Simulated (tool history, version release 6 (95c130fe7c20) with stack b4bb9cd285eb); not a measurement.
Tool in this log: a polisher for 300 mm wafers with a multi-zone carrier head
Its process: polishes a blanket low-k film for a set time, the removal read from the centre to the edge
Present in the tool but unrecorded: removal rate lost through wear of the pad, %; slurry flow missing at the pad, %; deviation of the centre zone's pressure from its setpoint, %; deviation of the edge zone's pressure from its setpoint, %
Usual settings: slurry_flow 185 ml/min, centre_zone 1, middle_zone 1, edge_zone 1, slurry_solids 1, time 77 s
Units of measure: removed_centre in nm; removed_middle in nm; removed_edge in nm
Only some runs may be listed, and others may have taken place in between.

| run | day | slurry_flow | centre_zone | middle_zone | edge_zone | slurry_solids | time | wafers since the last listed run | wafers polished on this pad | hours since the slurry nozzle was cleaned | hours since the centre zone pressure was calibrated | hours since the edge zone pressure was calibrated | hours since the carrier head's membrane was replaced | incoming thickness of the incoming film, nm | removed_centre | removed_middle | removed_edge |
|---|---|---|---|---|---|---|---|---|---|---|---|---|---|---|---|---|---|
| 1 | 0 | 185 | 1 | 1 | 1 | 1 | 77 | 0 | 1001 | 42.3 | 306.4 | 69.4 | 661.7 | 754.2 | 24.3 | 24.1 | 24.1 |
| 2 | 2.333 | 185 | 1 | 1 | 1 | 1.1 | 77 | 285 | 1287 | 98.3 | 362.4 | 125.4 | 717.7 | 743.9 | 25 | 24.5 | 24.2 |
|  | 3.3 | carrier head's membrane replaced by a new one |
| 3 | 4.662 | 185 | 1 | 1 | 1 | 1.1 | 77 | 259 | 1547 | 154.2 | 418.3 | 181.3 | 32.7 | 762.1 | 25 | 24.3 | 23.5 |
|  | 5.504 | centre zone pressure recalibrated |
|  | 7.125 | worn pad replaced by a new one |
| 4 | 12.112 | 185 | 1 | 1 | 1 | 1.1 | 77 | 882 | 611 | 333 | 158.6 | 360.1 | 211.5 | 746.7 | 25.2 | 25 | 24.5 |
|  | 12.862 | slurry nozzle cleaned |
| 5 | 13.346 | 185 | 1 | 0.93 | 1 | 1 | 77 | 146 | 757 | 11.6 | 188.2 | 389.7 | 241.1 | 750.6 | 24.2 | 23.1 | 24 |
| 6 | 16.079 | 240 | 1 | 0.94 | 1 | 1 | 77 | 335 | 1092 | 77.2 | 253.8 | 455.3 | 306.7 | 749.1 | 25.5 | 23.6 | 24 |
| 7 | 18.325 | 130 | 1.05 | 1 | 0.94 | 1 | 66 | 275 | 1367 | 131.1 | 307.7 | 509.2 | 360.6 | 765 | 19.7 | 19.1 | 18.6 |
|  | 18.488 | edge zone pressure recalibrated |
| 8 | 19.533 | 185 | 1 | 1 | 1 | 1 | 97 | 137 | 1505 | 160.1 | 336.7 | 25.1 | 389.6 | 737.1 | 30.4 | 29.6 | 30.1 |
| 9 | 22.808 | 150 | 1.09 | 1 | 1.09 | 1.2 | 77 | 401 | 1906 | 238.7 | 415.3 | 103.7 | 468.2 | 750.1 | 25.7 | 24.1 | 24.4 |
|  | 23.529 | worn pad replaced by a new one |
|  | 25.396 | centre zone pressure recalibrated |
| 10 | 25.558 | 185 | 1 | 1 | 1.04 | 1 | 77 | 306 | 238 | 304.7 | 3.9 | 169.7 | 534.2 | 735.5 | 24.7 | 24.5 | 23.9 |
|  | 25.621 | slurry nozzle cleaned |
| 11 | 28.092 | 185 | 1.11 | 1 | 1 | 1 | 88 | 305 | 543 | 59.3 | 64.7 | 230.5 | 595 | 757.1 | 30.3 | 27.8 | 27.1 |
| 12 | 29.546 | 185 | 1 | 1.04 | 1 | 1 | 77 | 178 | 721 | 94.2 | 99.6 | 265.4 | 629.9 | 759.9 | 24.4 | 24.8 | 23.4 |
|  | 31.129 | carrier head's membrane replaced by a new one |
| 13 | 31.512 | 205 | 1 | 1 | 1 | 1.15 | 77 | 215 | 937 | 141.4 | 146.8 | 312.6 | 9.2 | 736.8 | 25.9 | 25.8 | 25.2 |
| 14 | 33.358 | 185 | 1.03 | 1 | 1 | 1 | 59 | 226 | 1163 | 185.7 | 191.1 | 356.9 | 53.5 | 750.1 | 18.9 | 18.3 | 18.4 |
|  | 37.712 | worn pad replaced by a new one |
|  | 39.088 | edge zone pressure recalibrated |
| 15 | 40.317 | 155 | 1 | 1 | 1 | 1 | 51 | 822 | 308 | 352.7 | 358.1 | 29.5 | 220.5 | 738.4 | 15.7 | 15.7 | 15.6 |
|  | 40.633 | slurry nozzle cleaned |
| 16 | 41.883 | 135 | 1 | 1 | 1.07 | 1 | 99 | 186 | 495 | 30 | 395.7 | 67.1 | 258.1 | 736.9 | 29.6 | 29.5 | 30.6 |
| 17 | 43.721 | 185 | 1 | 1 | 1 | 1 | 77 | 225 | 721 | 74.1 | 439.8 | 111.2 | 302.2 | 748.5 | 24.5 | 24.5 | 23.8 |
|  | 44.083 | centre zone pressure recalibrated |
| 18 | 45.896 | 185 | 0.9 | 0.95 | 1 | 0.85 | 103 | 256 | 977 | 126.3 | 43.5 | 163.4 | 354.4 | 755.6 | 28.5 | 29.4 | 30 |
| 19 | 47.054 | 185 | 1 | 1 | 1 | 1 | 77 | 141 | 1119 | 154.1 | 71.3 | 191.2 | 382.2 | 752.6 | 24.2 | 24 | 23.9 |
|  | 53.192 | worn pad replaced by a new one |
|  | 54.462 | slurry nozzle cleaned |
|  | 54.679 | carrier head's membrane replaced by a new one |
| 20 | 55.971 | 185 | 1 | 1 | 0.88 | 0.9 | 103 | 1041 | 309 | 36.2 | 285.3 | 405.2 | 31 | 746.5 | 31.7 | 31.2 | 28.7 |

What if the next run were any one of these 5? Each begins from the tool's condition after run 20:
| A | 55.988 | 185 | 1 | 1 | 1 | 1 | 77 | 2 | 312 | 36.6 | 285.7 | 405.6 | 31.4 | 755.6 | ? | ? | ? |
| B | 55.988 | 185 | 1.06 | 1 | 1 | 1 | 77 | 2 | 312 | 36.6 | 285.7 | 405.6 | 31.4 | 755.6 | ? | ? | ? |
| C | 55.988 | 130 | 1 | 0.9 | 1 | 1.3 | 77 | 2 | 312 | 36.6 | 285.7 | 405.6 | 31.4 | 755.6 | ? | ? | ? |
| D | 55.988 | 185 | 1 | 1 | 1 | 1.25 | 77 | 2 | 312 | 36.6 | 285.7 | 405.6 | 31.4 | 755.6 | ? | ? | ? |
| E | 55.988 | 160 | 1.11 | 0.92 | 1 | 0.7 | 77 | 2 | 312 | 36.6 | 285.7 | 405.6 | 31.4 | 755.6 | ? | ? | ? |

| run | removed_centre | removed_middle | removed_edge |
|---|---|---|---|
| A | 25 | 24.1 | 23.5 |
| B | 26.1 | 24.1 | 23.5 |
| C | 25.5 | 23.1 | 24.6 |
| D | 26.9 | 26 | 25.3 |
| E | 23.2 | 19.7 | 20.5 |
Take away the tool's hidden state, keep each run's random variation, and the runs would have read:
| run | removed_centre | removed_middle | removed_edge |
|---|---|---|---|
| A | 25.1 | 24.2 | 23.6 |
| B | 26.2 | 24.2 | 23.6 |
| C | 25.6 | 23.2 | 24.7 |
| D | 27 | 26.1 | 25.4 |
| E | 23.3 | 19.8 | 20.6 |
